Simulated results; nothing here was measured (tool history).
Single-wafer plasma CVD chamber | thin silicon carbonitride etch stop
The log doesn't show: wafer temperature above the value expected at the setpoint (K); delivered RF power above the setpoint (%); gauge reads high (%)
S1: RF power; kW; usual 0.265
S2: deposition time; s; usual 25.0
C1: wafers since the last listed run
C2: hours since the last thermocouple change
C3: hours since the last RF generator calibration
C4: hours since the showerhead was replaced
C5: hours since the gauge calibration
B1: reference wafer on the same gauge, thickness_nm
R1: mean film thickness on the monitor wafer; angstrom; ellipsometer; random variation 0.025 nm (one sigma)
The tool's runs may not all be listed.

run 1 hour=0.0 | S1=0.265 S2=27.4 | C1=0 C2=782.8 C3=1254.7 C4=5224.6 C5=168.0 | B1=18.809 | R1=181.84
run 2 hour=29.1 | S1=0.265 S2=25.0 | C1=761 C2=811.9 C3=1283.8 C4=5253.7 C5=197.1 | B1=18.795 | R1=165.80
run 3 hour=59.5 | S1=0.265 S2=25.0 | C1=795 C2=842.3 C3=1314.2 C4=5284.1 C5=227.5 | B1=18.802 | R1=165.67
run 4 hour=108.5 | S1=0.265 S2=25.0 | C1=1282 C2=891.3 C3=1363.2 C4=5333.1 C5=276.5 | B1=18.795 | R1=165.49
run 5 hour=148.1 | S1=0.265 S2=25.0 | C1=1036 C2=930.9 C3=1402.8 C4=5372.7 C5=316.1 | B1=18.805 | R1=165.63
run 6 hour=193.6 | S1=0.265 S2=25.0 | C1=1191 C2=976.4 C3=1448.3 C4=5418.2 C5=361.6 | B1=18.802 | R1=165.22
run 7 hour=253.9 | S1=0.265 S2=25.0 | C1=1578 C2=1036.7 C3=1508.6 C4=5478.5 C5=421.9 | B1=18.805 | R1=165.30
-- hour=300.0 thermocouple changed; heater temperature recalibrated
run 8 hour=310.3 | S1=0.265 S2=25.0 | C1=1266 C2=10.3 C3=1565.0 C4=5534.9 C5=478.3 | B1=18.803 | R1=165.47
-- hour=351.6 showerhead replaced, of another model than before
run 9 hour=486.7 | S1=0.265 S2=25.0 | C1=4408 C2=186.7 C3=1741.4 C4=135.1 C5=654.7 | B1=18.806 | R1=165.81
-- hour=495.1 RF generator calibrated
run 10 hour=530.6 | S1=0.230 S2=22.1 | C1=939 C2=230.6 C3=35.5 C4=179.0 C5=698.6 | B1=18.798 | R1=144.92
-- hour=556.6 gauge calibrated
run 11 hour=600.2 | S1=0.235 S2=22.0 | C1=1821 C2=300.2 C3=105.1 C4=248.6 C5=43.6 | B1=18.793 | R1=144.47
run 12 hour=630.8 | S1=0.215 S2=27.0 | C1=801 C2=330.8 C3=135.7 C4=279.2 C5=74.2 | B1=18.796 | R1=174.63
run 13 hour=691.1 | S1=0.265 S2=25.0 | C1=1578 C2=391.1 C3=196.0 C4=339.5 C5=134.5 | B1=18.803 | R1=167.75
run 14 hour=745.0 | S1=0.225 S2=25.0 | C1=1410 C2=445.0 C3=249.9 C4=393.4 C5=188.4 | B1=18.791 | R1=162.80

Forecast each of these 5 alternatives for the next run:
run A hour=745.4 | S1=0.315 S2=25.0 | C1=10 C2=445.4 C3=250.3 C4=393.8 C5=188.8 | B1=? | R1=?
run B hour=745.4 | S1=0.250 S2=27.3 | C1=10 C2=445.4 C3=250.3 C4=393.8 C5=188.8 | B1=? | R1=?
run C hour=745.4 | S1=0.250 S2=28.5 | C1=10 C2=445.4 C3=250.3 C4=393.8 C5=188.8 | B1=? | R1=?
run D hour=745.4 | S1=0.265 S2=29.2 | C1=10 C2=445.4 C3=250.3 C4=393.8 C5=188.8 | B1=? | R1=?
run E hour=745.4 | S1=0.225 S2=23.6 | C1=10 C2=445.4 C3=250.3 C4=393.8 C5=188.8 | B1=? | R1=?

run=A B1=18.801 R1=172.94
run=B B1=18.801 R1=180.99
run=C B1=18.801 R1=188.94
run=D B1=18.801 R1=195.60
run=E B1=18.801 R1=153.65
Without the tool's hidden state the same runs would have given:
run=A R1=173.54
run=B R1=181.62
run=C R1=189.60
run=D R1=196.28
run=E R1=154.18
